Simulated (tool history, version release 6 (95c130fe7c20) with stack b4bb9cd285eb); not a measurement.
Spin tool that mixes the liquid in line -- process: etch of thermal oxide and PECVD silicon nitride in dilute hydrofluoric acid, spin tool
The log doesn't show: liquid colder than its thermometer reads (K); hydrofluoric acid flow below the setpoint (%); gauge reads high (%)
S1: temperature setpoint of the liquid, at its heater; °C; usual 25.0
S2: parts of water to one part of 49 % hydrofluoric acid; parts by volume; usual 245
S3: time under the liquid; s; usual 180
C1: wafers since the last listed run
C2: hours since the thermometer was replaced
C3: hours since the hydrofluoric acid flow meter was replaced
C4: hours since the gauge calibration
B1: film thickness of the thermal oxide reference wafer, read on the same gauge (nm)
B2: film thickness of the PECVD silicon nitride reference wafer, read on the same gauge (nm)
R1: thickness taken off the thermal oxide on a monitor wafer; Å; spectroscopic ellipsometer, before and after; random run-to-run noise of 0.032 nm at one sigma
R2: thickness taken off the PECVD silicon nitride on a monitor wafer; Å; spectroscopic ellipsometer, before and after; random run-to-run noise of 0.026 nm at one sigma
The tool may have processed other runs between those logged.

run 1 hour=0.0 | S1=25.0 S2=245 S3=180 | C1=0 C2=687.5 C3=1290.0 C4=107.9 | B1=140.018 B2=29.997 | R1=26.96 R2=15.45
run 2 hour=60.2 | S1=25.0 S2=245 S3=180 | C1=497 C2=747.7 C3=1350.2 C4=168.1 | B1=139.993 B2=29.976 | R1=26.35 R2=15.69
-- hour=186.0 hydrofluoric acid flow meter replaced
run 3 hour=208.9 | S1=25.0 S2=245 S3=180 | C1=1220 C2=896.4 C3=22.9 C4=316.8 | B1=139.984 B2=30.013 | R1=29.81 R2=16.92
-- hour=277.8 thermometer replaced
run 4 hour=287.6 | S1=23.5 S2=245 S3=180 | C1=641 C2=9.8 C3=101.6 C4=395.5 | B1=139.993 B2=30.025 | R1=27.67 R2=15.21
run 5 hour=380.7 | S1=23.5 S2=245 S3=180 | C1=769 C2=102.9 C3=194.7 C4=488.6 | B1=139.989 B2=30.008 | R1=26.89 R2=15.40
run 6 hour=457.5 | S1=23.5 S2=245 S3=180 | C1=634 C2=179.7 C3=271.5 C4=565.4 | B1=139.981 B2=30.009 | R1=27.66 R2=15.44
run 7 hour=602.4 | S1=28.0 S2=245 S3=180 | C1=1197 C2=324.6 C3=416.4 C4=710.3 | B1=140.009 B2=30.017 | R1=31.64 R2=19.67
run 8 hour=813.2 | S1=28.0 S2=245 S3=180 | C1=1741 C2=535.4 C3=627.2 C4=921.1 | B1=139.945 B2=29.987 | R1=31.79 R2=19.50
run 9 hour=910.2 | S1=25.0 S2=245 S3=180 | C1=801 C2=632.4 C3=724.2 C4=1018.1 | B1=140.042 B2=29.974 | R1=28.16 R2=15.87
run 10 hour=963.2 | S1=25.0 S2=245 S3=180 | C1=437 C2=685.4 C3=777.2 C4=1071.1 | B1=140.002 B2=30.034 | R1=27.91 R2=15.96
-- hour=1004.0 gauge calibrated
run 11 hour=1027.2 | S1=25.0 S2=245 S3=180 | C1=528 C2=749.4 C3=841.2 C4=23.2 | B1=139.966 B2=29.989 | R1=27.80 R2=16.38
-- hour=1075.4 thermometer replaced
run 12 hour=1126.5 | S1=25.0 S2=245 S3=180 | C1=812 C2=51.1 C3=940.5 C4=122.5 | B1=140.026 B2=30.028 | R1=26.94 R2=16.13
run 13 hour=1195.4 | S1=25.0 S2=245 S3=180 | C1=569 C2=120.0 C3=1009.4 C4=191.4 | B1=139.958 B2=30.002 | R1=27.17 R2=15.94
run 14 hour=1261.7 | S1=25.0 S2=245 S3=180 | C1=547 C2=186.3 C3=1075.7 C4=257.7 | B1=140.010 B2=29.981 | R1=27.21 R2=15.76
run 15 hour=1344.6 | S1=25.0 S2=185 S3=275 | C1=684 C2=269.2 C3=1158.6 C4=340.6 | B1=140.014 B2=30.018 | R1=58.65 R2=30.79
run 16 hour=1435.1 | S1=29.0 S2=175 S3=180 | C1=747 C2=359.7 C3=1249.1 C4=431.1 | B1=139.997 B2=29.992 | R1=46.68 R2=28.01
-- hour=1502.0 hydrofluoric acid flow meter replaced
run 17 hour=1504.2 | S1=25.0 S2=195 S3=220 | C1=562 C2=428.8 C3=2.2 C4=500.2 | B1=139.996 B2=29.991 | R1=48.17 R2=26.19
run 18 hour=1540.7 | S1=27.5 S2=320 S3=100 | C1=301 C2=465.3 C3=38.7 C4=536.7 | B1=139.981 B2=29.985 | R1=12.54 R2=8.13
run 19 hour=1616.6 | S1=25.0 S2=330 S3=180 | C1=627 C2=541.2 C3=114.6 C4=612.6 | B1=139.981 B2=29.979 | R1=20.20 R2=12.73
run 20 hour=1658.8 | S1=26.5 S2=245 S3=180 | C1=348 C2=583.4 C3=156.8 C4=654.8 | B1=139.948 B2=29.986 | R1=31.17 R2=18.93
run 21 hour=1714.3 | S1=25.0 S2=245 S3=180 | C1=458 C2=638.9 C3=212.3 C4=710.3 | B1=140.025 B2=29.999 | R1=29.08 R2=16.65
run 22 hour=1761.4 | S1=25.0 S2=245 S3=180 | C1=389 C2=686.0 C3=259.4 C4=757.4 | B1=139.982 B2=30.013 | R1=29.19 R2=16.59
-- hour=1850.1 thermometer replaced
run 23 hour=1867.8 | S1=29.5 S2=245 S3=180 | C1=870 C2=17.7 C3=365.8 C4=863.8 | B1=140.036 B2=29.997 | R1=33.86 R2=21.34
run 24 hour=1975.4 | S1=29.0 S2=305 S3=265 | C1=889 C2=125.3 C3=473.4 C4=971.4 | B1=140.030 B2=29.976 | R1=36.26 R2=25.33
run 25 hour=2061.5 | S1=25.0 S2=170 S3=115 | C1=711 C2=211.4 C3=559.5 C4=1057.5 | B1=139.960 B2=30.037 | R1=28.94 R2=15.16

What if the next run were any one of these 3? Each begins from the tool's condition after run 25:
run A hour=2062.0 | S1=25.0 S2=245 S3=115 | C1=4 C2=211.9 C3=560.0 C4=1058.0 | B1=? B2=? | R1=? R2=?
run B hour=2062.0 | S1=29.5 S2=155 S3=280 | C1=4 C2=211.9 C3=560.0 C4=1058.0 | B1=? B2=? | R1=? R2=?
run C hour=2062.0 | S1=22.0 S2=245 S3=180 | C1=4 C2=211.9 C3=560.0 C4=1058.0 | B1=? B2=? | R1=? R2=?

run=A B1=139.957 B2=29.972 R1=18.22 R2=10.34
run=B B1=139.957 B2=29.972 R1=91.59 R2=52.59
run=C B1=139.957 B2=29.972 R1=25.61 R2=13.43
The same runs, with their run-to-run variation unchanged, on a tool lacking any hidden condition would have given:
run=A R1=19.02 R2=10.70
run=B R1=95.43 R2=54.44
run=C R1=26.72 R2=13.88
